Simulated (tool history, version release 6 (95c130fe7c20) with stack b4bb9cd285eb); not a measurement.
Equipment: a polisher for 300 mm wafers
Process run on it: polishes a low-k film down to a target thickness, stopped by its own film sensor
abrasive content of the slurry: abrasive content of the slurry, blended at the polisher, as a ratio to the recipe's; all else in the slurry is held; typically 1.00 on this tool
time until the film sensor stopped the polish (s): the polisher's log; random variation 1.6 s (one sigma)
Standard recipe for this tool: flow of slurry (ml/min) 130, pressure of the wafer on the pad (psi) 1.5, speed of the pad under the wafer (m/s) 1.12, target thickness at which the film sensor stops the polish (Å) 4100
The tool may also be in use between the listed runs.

run,day,flow of slurry (ml/min),pressure of the wafer on the pad (psi),speed of the pad under the wafer (m/s),abrasive content of the slurry,target thickness at which the film sensor stops the polish (Å),"incoming thickness of the incoming film, nm",time until the film sensor stopped the polish (s)
1,0.000,130,1.5,1.12,1.25,4100,440.0,90.2
# day 3.100: worn pad replaced by a new one
2,4.088,130,1.5,1.12,1.25,4100,447.6,114.8
3,5.771,105,1.5,1.12,1.00,4000,452.7,187.6
4,8.042,130,1.9,1.12,1.00,4100,449.6,109.8
# day 9.712: head pressure recalibrated
5,10.221,130,1.9,1.12,1.00,4100,445.5,99.9
# day 12.688: conditioning disc replaced and pad reconditioned
6,13.500,130,1.9,1.12,1.00,4100,457.4,148.4
# day 13.854: slurry blender recalibrated
# day 14.721: slurry nozzle cleaned
7,16.946,130,1.5,1.12,1.00,4100,451.1,158.8
# day 18.050: worn pad replaced by a new one
8,21.158,130,1.5,1.12,1.00,4100,450.3,156.2
9,25.217,130,1.5,1.12,1.00,4100,448.9,154.2
# day 28.079: conditioning disc replaced and pad reconditioned, repeated, since the last time left the tool worse
10,28.708,130,1.5,1.12,1.10,4100,453.6,136.8
11,30.558,170,1.7,0.88,1.00,4100,444.7,120.3
12,33.850,130,1.5,1.12,0.90,4140,449.9,127.3
13,35.692,130,2.0,1.12,1.20,4010,452.6,123.6
# day 36.658: slurry blender recalibrated
# day 37.075: worn pad replaced by a new one
14,37.792,130,1.5,1.12,1.00,4100,447.8,127.2
# day 38.692: slurry nozzle cleaned
# day 39.942: head pressure recalibrated
15,41.646,110,1.5,1.32,0.75,3980,445.8,170.7
# day 45.538: conditioning disc replaced and pad reconditioned
16,45.558,155,1.5,1.28,0.70,4200,444.7,81.7
17,48.588,130,1.5,1.12,1.00,4100,449.0,131.5
18,51.038,130,1.5,1.12,1.00,4100,444.9,116.7
# day 53.567: worn pad replaced by a new one
19,54.162,130,1.5,1.12,1.00,4100,450.0,135.7
20,55.721,130,1.5,0.98,1.00,4100,451.5,158.8
# day 56.246: slurry blender recalibrated
21,59.275,130,1.5,1.12,1.20,4160,450.6,113.8
# day 61.004: slurry nozzle cleaned
22,61.404,110,1.1,1.42,1.00,4030,441.6,160.2
23,63.804,130,1.5,1.12,1.00,4100,449.3,143.2
# day 64.442: conditioning disc replaced and pad reconditioned
24,67.450,105,1.5,1.12,1.00,4100,455.4,153.0
25,70.292,145,1.5,1.12,0.80,4100,458.5,178.4
# day 71.258: head pressure recalibrated
# day 72.371: worn pad replaced by a new one
# day 73.621: slurry blender recalibrated
26,74.788,155,1.3,1.12,1.00,4100,447.5,144.9

Predict each of these 3 candidate next runs independently; none follows another, all start after run 26:
A,74.808,130,1.5,1.12,1.00,4100,455.2,?
B,74.808,130,1.3,1.38,0.70,4220,455.2,?
C,74.808,115,1.7,1.34,0.90,4100,455.2,?

run,time until the film sensor stopped the polish (s)
A,159.2
B,133.6
C,131.0
Without the tool's hidden state the same runs would have given:
run,time until the film sensor stopped the polish (s)
A,153.3
B,128.4
C,124.8

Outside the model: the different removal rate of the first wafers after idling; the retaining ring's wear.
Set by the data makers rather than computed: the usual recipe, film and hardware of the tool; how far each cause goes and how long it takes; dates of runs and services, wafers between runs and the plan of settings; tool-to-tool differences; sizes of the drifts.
